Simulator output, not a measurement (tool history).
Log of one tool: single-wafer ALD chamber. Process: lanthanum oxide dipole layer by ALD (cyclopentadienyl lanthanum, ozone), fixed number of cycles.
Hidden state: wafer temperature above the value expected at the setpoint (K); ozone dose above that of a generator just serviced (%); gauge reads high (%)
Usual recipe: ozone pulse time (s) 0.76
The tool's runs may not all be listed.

run	hour	ozone pulse time (s)	wafers since the last listed run	hours since the last thermocouple change	hours since the last ozone generator service	hours since the showerhead was replaced	hours since the gauge calibration	read-back reference wafer on the same gauge, thickness_nm	mean film thickness on the monitor wafer (angstrom)
1	0	0.7	0	715	1309.3	2879.1	554.4	0.348	3.82
2	13.1	0.76	202	728.1	1322.4	2892.2	567.5	0.348	3.95
3	79.5	0.76	1025	794.5	1388.8	2958.6	633.9	0.348	3.97
4	91.7	0.76	188	806.7	1401	2970.8	646.1	0.348	3.96
5	120.5	0.84	444	835.5	1429.8	2999.6	674.9	0.348	4.13
# hour 133: ozone generator serviced
6	138.1	0.84	148	853.1	5.1	3017.2	692.5	0.348	4.34
7	159.4	0.76	329	874.4	26.4	3038.5	713.8	0.348	4.13
8	182.7	0.76	359	897.7	49.7	3061.8	737.1	0.348	4.14
# hour 186: gauge calibrated
9	214.8	0.69	495	929.8	81.8	3093.9	28.8	0.348	3.96
10	236.2	0.69	330	951.2	103.2	3115.3	50.2	0.348	3.96
11	262.6	0.76	407	977.6	129.6	3141.7	76.6	0.348	4.15
12	284.7	0.96	341	999.7	151.7	3163.8	98.7	0.348	4.52
13	318.8	0.92	526	1033.8	185.8	3197.9	132.8	0.348	4.44
# hour 327.1: thermocouple changed; heater temperature recalibrated
14	342.2	0.46	237	15.1	209.2	3221.3	156.2	0.348	3.14
# hour 360.5: showerhead replaced
15	362.7	0.62	193	35.6	229.7	2.2	176.7	0.348	3.73
16	376.1	0.76	207	49	243.1	15.6	190.1	0.348	4.12
17	411.5	0.7	546	84.4	278.5	51	225.5	0.348	3.97
18	445.2	0.48	520	118.1	312.2	84.7	259.2	0.348	3.22
19	479.5	0.84	529	152.4	346.5	119	293.5	0.348	4.28
20	505.9	0.76	407	178.8	372.9	145.4	319.9	0.348	4.11
21	523.5	1.04	271	196.4	390.5	163	337.5	0.348	4.61
22	557.6	0.76	526	230.5	424.6	197.1	371.6	0.348	4.1
23	586.1	0.97	440	259	453.1	225.6	400.1	0.348	4.5
24	614.5	0.64	438	287.4	481.5	254	428.5	0.348	3.77
25	629.3	0.57	228	302.2	496.3	268.8	443.3	0.347	3.54
26	650	0.89	319	322.9	517	289.5	464	0.348	4.37
27	678.6	0.76	441	351.5	545.6	318.1	492.6	0.348	4.08
28	691	0.66	191	363.9	558	330.5	505	0.348	3.83
29	712.7	0.9	335	385.6	579.7	352.2	526.7	0.348	4.38
30	735.5	0.86	352	408.4	602.5	375	549.5	0.348	4.28
31	764.2	1.03	443	437.1	631.2	403.7	578.2	0.348	4.58
32	798.8	0.51	534	471.7	665.8	438.3	612.8	0.347	3.29
33	821.5	0.76	350	494.4	688.5	461	635.5	0.348	4.07

List, for all runs, the conditions of the tool that the log does not record:
wafer temperature above the value expected at the setpoint (K): 0 at every run
gauge reads high (%): 0 at every run
H1: ozone dose above that of a generator just serviced (%)
run	H1
1	-9.84
2	-9.93
3	-10.4
4	-10.5
5	-10.7
6	-0.34
7	-0.487
8	-0.649
9	-0.871
10	-1.02
11	-1.2
12	-1.36
13	-1.59
14	-1.75
15	-1.9
16	-1.99
17	-2.23
18	-2.47
19	-2.7
20	-2.89
21	-3.01
22	-3.25
23	-3.44
24	-3.64
25	-3.74
26	-3.89
27	-4.08
28	-4.17
29	-4.32
30	-4.48
31	-4.68
32	-4.92
33	-5.07

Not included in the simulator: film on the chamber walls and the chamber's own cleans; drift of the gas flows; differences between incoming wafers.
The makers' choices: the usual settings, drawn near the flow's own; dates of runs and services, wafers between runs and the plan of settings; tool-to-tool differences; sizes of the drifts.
